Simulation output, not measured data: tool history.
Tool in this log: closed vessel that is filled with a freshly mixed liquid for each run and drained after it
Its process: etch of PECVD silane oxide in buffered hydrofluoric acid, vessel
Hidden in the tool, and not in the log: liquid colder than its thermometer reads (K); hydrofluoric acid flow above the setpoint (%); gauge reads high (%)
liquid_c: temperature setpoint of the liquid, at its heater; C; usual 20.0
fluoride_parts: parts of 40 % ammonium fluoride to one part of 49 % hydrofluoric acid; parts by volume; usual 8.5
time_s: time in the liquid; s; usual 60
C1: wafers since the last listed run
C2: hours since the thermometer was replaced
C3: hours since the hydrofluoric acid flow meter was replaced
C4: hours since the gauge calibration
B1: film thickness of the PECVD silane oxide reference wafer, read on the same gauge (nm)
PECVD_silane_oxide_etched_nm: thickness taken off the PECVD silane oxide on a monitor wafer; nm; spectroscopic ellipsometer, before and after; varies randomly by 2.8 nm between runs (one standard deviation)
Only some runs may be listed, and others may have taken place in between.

{"run": 1, "hour": 0.0, "liquid_c": 20.0, "fluoride_parts": 8.5, "time_s": 60, "C1": 0, "C2": 1934.3, "C3": 839.6, "C4": 107.7, "B1": 89.99, "PECVD_silane_oxide_etched_nm": 322.03}
{"run": 2, "hour": 13.3, "liquid_c": 20.0, "fluoride_parts": 10.0, "time_s": 60, "C1": 1960, "C2": 1947.6, "C3": 852.9, "C4": 121.0, "B1": 90.01, "PECVD_silane_oxide_etched_nm": 278.16}
{"run": 3, "hour": 26.2, "liquid_c": 20.0, "fluoride_parts": 10.0, "time_s": 60, "C1": 1902, "C2": 1960.5, "C3": 865.8, "C4": 133.9, "B1": 90.01, "PECVD_silane_oxide_etched_nm": 271.77}
{"run": 4, "hour": 59.5, "liquid_c": 17.0, "fluoride_parts": 8.5, "time_s": 60, "C1": 4909, "C2": 1993.8, "C3": 899.1, "C4": 167.2, "B1": 90.04, "PECVD_silane_oxide_etched_nm": 278.47}
{"run": 5, "hour": 72.3, "liquid_c": 17.0, "fluoride_parts": 8.5, "time_s": 60, "C1": 1887, "C2": 2006.6, "C3": 911.9, "C4": 180.0, "B1": 90.01, "PECVD_silane_oxide_etched_nm": 272.11}
{"run": 6, "hour": 96.6, "liquid_c": 20.0, "fluoride_parts": 8.5, "time_s": 60, "C1": 3582, "C2": 2030.9, "C3": 936.2, "C4": 204.3, "B1": 89.98, "PECVD_silane_oxide_etched_nm": 324.88}
{"run": 7, "hour": 120.3, "liquid_c": 20.0, "fluoride_parts": 8.5, "time_s": 75, "C1": 3494, "C2": 2054.6, "C3": 959.9, "C4": 228.0, "B1": 89.99, "PECVD_silane_oxide_etched_nm": 411.26}
{"run": 8, "hour": 145.8, "liquid_c": 20.0, "fluoride_parts": 8.5, "time_s": 75, "C1": 3759, "C2": 2080.1, "C3": 985.4, "C4": 253.5, "B1": 90.01, "PECVD_silane_oxide_etched_nm": 402.9}
{"hour": 149.3, "done": "thermometer replaced"}
{"run": 9, "hour": 170.8, "liquid_c": 20.0, "fluoride_parts": 8.5, "time_s": 75, "C1": 3538, "C2": 21.5, "C3": 1010.4, "C4": 278.5, "B1": 90.03, "PECVD_silane_oxide_etched_nm": 409.89}
{"run": 10, "hour": 192.5, "liquid_c": 20.0, "fluoride_parts": 8.5, "time_s": 60, "C1": 3199, "C2": 43.2, "C3": 1032.1, "C4": 300.2, "B1": 90.04, "PECVD_silane_oxide_etched_nm": 324.15}
{"run": 11, "hour": 211.7, "liquid_c": 20.0, "fluoride_parts": 8.5, "time_s": 60, "C1": 2830, "C2": 62.4, "C3": 1051.3, "C4": 319.4, "B1": 89.99, "PECVD_silane_oxide_etched_nm": 330.86}
{"run": 12, "hour": 226.9, "liquid_c": 20.0, "fluoride_parts": 8.5, "time_s": 85, "C1": 2241, "C2": 77.6, "C3": 1066.5, "C4": 334.6, "B1": 90.01, "PECVD_silane_oxide_etched_nm": 464.06}
{"run": 13, "hour": 246.5, "liquid_c": 20.0, "fluoride_parts": 8.5, "time_s": 85, "C1": 2889, "C2": 97.2, "C3": 1086.1, "C4": 354.2, "B1": 90.0, "PECVD_silane_oxide_etched_nm": 472.25}
{"run": 14, "hour": 281.6, "liquid_c": 20.0, "fluoride_parts": 8.5, "time_s": 60, "C1": 5175, "C2": 132.3, "C3": 1121.2, "C4": 389.3, "B1": 89.98, "PECVD_silane_oxide_etched_nm": 330.33}
{"run": 15, "hour": 308.5, "liquid_c": 22.5, "fluoride_parts": 11.0, "time_s": 60, "C1": 3966, "C2": 159.2, "C3": 1148.1, "C4": 416.2, "B1": 89.99, "PECVD_silane_oxide_etched_nm": 294.53}
{"hour": 315.3, "done": "hydrofluoric acid flow meter replaced"}
{"run": 16, "hour": 343.2, "liquid_c": 23.0, "fluoride_parts": 10.5, "time_s": 85, "C1": 4968, "C2": 193.9, "C3": 27.9, "C4": 450.9, "B1": 90.02, "PECVD_silane_oxide_etched_nm": 411.86}
{"run": 17, "hour": 356.3, "liquid_c": 22.5, "fluoride_parts": 8.5, "time_s": 80, "C1": 1931, "C2": 207.0, "C3": 41.0, "C4": 464.0, "B1": 90.02, "PECVD_silane_oxide_etched_nm": 453.89}
{"run": 18, "hour": 435.8, "liquid_c": 20.0, "fluoride_parts": 8.5, "time_s": 60, "C1": 11721, "C2": 286.5, "C3": 120.5, "C4": 543.5, "B1": 89.99, "PECVD_silane_oxide_etched_nm": 296.3}
{"run": 19, "hour": 460.8, "liquid_c": 20.0, "fluoride_parts": 8.5, "time_s": 60, "C1": 3686, "C2": 311.5, "C3": 145.5, "C4": 568.5, "B1": 90.02, "PECVD_silane_oxide_etched_nm": 297.29}
{"run": 20, "hour": 478.1, "liquid_c": 17.0, "fluoride_parts": 12.0, "time_s": 80, "C1": 2550, "C2": 328.8, "C3": 162.8, "C4": 585.8, "B1": 89.94, "PECVD_silane_oxide_etched_nm": 246.15}
{"hour": 487.1, "done": "gauge calibrated"}
{"run": 21, "hour": 497.2, "liquid_c": 20.0, "fluoride_parts": 8.5, "time_s": 60, "C1": 2816, "C2": 347.9, "C3": 181.9, "C4": 10.1, "B1": 90.0, "PECVD_silane_oxide_etched_nm": 297.71}
{"run": 22, "hour": 529.8, "liquid_c": 20.0, "fluoride_parts": 8.5, "time_s": 60, "C1": 4806, "C2": 380.5, "C3": 214.5, "C4": 42.7, "B1": 89.99, "PECVD_silane_oxide_etched_nm": 301.92}
{"run": 23, "hour": 550.8, "liquid_c": 17.0, "fluoride_parts": 7.0, "time_s": 80, "C1": 3096, "C2": 401.5, "C3": 235.5, "C4": 63.7, "B1": 90.03, "PECVD_silane_oxide_etched_nm": 418.71}
{"run": 24, "hour": 585.2, "liquid_c": 17.0, "fluoride_parts": 6.0, "time_s": 75, "C1": 5072, "C2": 435.9, "C3": 269.9, "C4": 98.1, "B1": 90.05, "PECVD_silane_oxide_etched_nm": 450.5}
{"run": 25, "hour": 604.9, "liquid_c": 20.0, "fluoride_parts": 10.0, "time_s": 50, "C1": 2904, "C2": 455.6, "C3": 289.6, "C4": 117.8, "B1": 89.95, "PECVD_silane_oxide_etched_nm": 218.39}
{"run": 26, "hour": 624.8, "liquid_c": 21.5, "fluoride_parts": 11.5, "time_s": 60, "C1": 2934, "C2": 475.5, "C3": 309.5, "C4": 137.7, "B1": 90.05, "PECVD_silane_oxide_etched_nm": 248.71}
{"run": 27, "hour": 644.2, "liquid_c": 23.5, "fluoride_parts": 8.5, "time_s": 60, "C1": 2860, "C2": 494.9, "C3": 328.9, "C4": 157.1, "B1": 90.02, "PECVD_silane_oxide_etched_nm": 367.5}
{"run": 28, "hour": 657.3, "liquid_c": 25.0, "fluoride_parts": 8.5, "time_s": 60, "C1": 1931, "C2": 508.0, "C3": 342.0, "C4": 170.2, "B1": 89.99, "PECVD_silane_oxide_etched_nm": 402.43}
{"run": 29, "hour": 671.4, "liquid_c": 20.0, "fluoride_parts": 8.5, "time_s": 60, "C1": 2078, "C2": 522.1, "C3": 356.1, "C4": 184.3, "B1": 90.01, "PECVD_silane_oxide_etched_nm": 304.8}
{"run": 30, "hour": 690.4, "liquid_c": 17.0, "fluoride_parts": 11.5, "time_s": 60, "C1": 2801, "C2": 541.1, "C3": 375.1, "C4": 203.3, "B1": 90.0, "PECVD_silane_oxide_etched_nm": 195.94}
{"run": 31, "hour": 716.0, "liquid_c": 21.5, "fluoride_parts": 8.5, "time_s": 60, "C1": 3774, "C2": 566.7, "C3": 400.7, "C4": 228.9, "B1": 89.96, "PECVD_silane_oxide_etched_nm": 338.43}
{"run": 32, "hour": 733.7, "liquid_c": 20.0, "fluoride_parts": 7.5, "time_s": 60, "C1": 2609, "C2": 584.4, "C3": 418.4, "C4": 246.6, "B1": 89.97, "PECVD_silane_oxide_etched_nm": 358.06}

For each run, what was the tool's unlogged condition?
liquid colder than its thermometer reads (K): 0 on each run
gauge reads high (%): 0 on each run
H1: hydrofluoric acid flow above the setpoint (%)
run=1 H1=9.81
run=2 H1=9.95
run=3 H1=10.1
run=4 H1=10.4
run=5 H1=10.6
run=6 H1=10.8
run=7 H1=11.1
run=8 H1=11.3
run=9 H1=11.6
run=10 H1=11.8
run=11 H1=12
run=12 H1=12.2
run=13 H1=12.4
run=14 H1=12.8
run=15 H1=13.1
run=16 H1=0.502
run=17 H1=0.64
run=18 H1=1.48
run=19 H1=1.74
run=20 H1=1.92
run=21 H1=2.12
run=22 H1=2.47
run=23 H1=2.69
run=24 H1=3.05
run=25 H1=3.26
run=26 H1=3.47
run=27 H1=3.67
run=28 H1=3.81
run=29 H1=3.96
run=30 H1=4.16
run=31 H1=4.43
run=32 H1=4.61

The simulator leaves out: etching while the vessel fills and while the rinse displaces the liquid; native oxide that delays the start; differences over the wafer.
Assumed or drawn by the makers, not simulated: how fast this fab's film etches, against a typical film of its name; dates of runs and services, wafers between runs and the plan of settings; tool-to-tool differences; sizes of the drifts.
